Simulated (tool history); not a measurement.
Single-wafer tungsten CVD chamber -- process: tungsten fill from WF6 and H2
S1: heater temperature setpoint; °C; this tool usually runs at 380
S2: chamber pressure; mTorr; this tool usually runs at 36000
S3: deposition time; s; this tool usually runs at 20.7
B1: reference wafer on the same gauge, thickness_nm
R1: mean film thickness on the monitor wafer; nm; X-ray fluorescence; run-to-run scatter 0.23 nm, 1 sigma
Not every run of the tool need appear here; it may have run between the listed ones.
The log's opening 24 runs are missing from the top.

run    hour   S1     S2    S3      B1      R1
     1162.5  -- capacitance manometer re-zeroed and calibrated
 25  1179.0  380  31400  18.3  45.182  36.393
 26  1247.8  376  32500  23.7  45.200  43.403
 27  1281.2  380  36000  20.7  45.211  43.196
 28  1337.5  386  40100  23.8  45.215  58.612
 29  1373.5  371  27600  19.3  45.260  30.186
 30  1406.3  366  36000  16.9  45.221  24.940
 31  1463.3  380  36000  18.3  45.184  37.866
 32  1501.8  391  36000  20.7  45.188  54.763
 33  1542.1  380  36000  20.7  45.228  42.893
 34  1603.9  370  36000  17.2  45.192  28.317
 35  1632.6  380  27900  22.6  45.173  43.642

Below are 3 alternative next runs, each starting from the tool's condition after run 35. Predict each:
  A  1633.0  380  36000  22.6   ?   ?
  B  1633.0  369  43200  16.6   ?   ?
  C  1633.0  389  44900  20.7   ?   ?

run      B1      R1
  A  45.197  46.706
  B  45.197  27.898
  C  45.197  56.117
The same runs, with their run-to-run variation unchanged, on a tool lacking any hidden condition would have given:
run      R1
  A  46.892
  B  28.008
  C  56.337
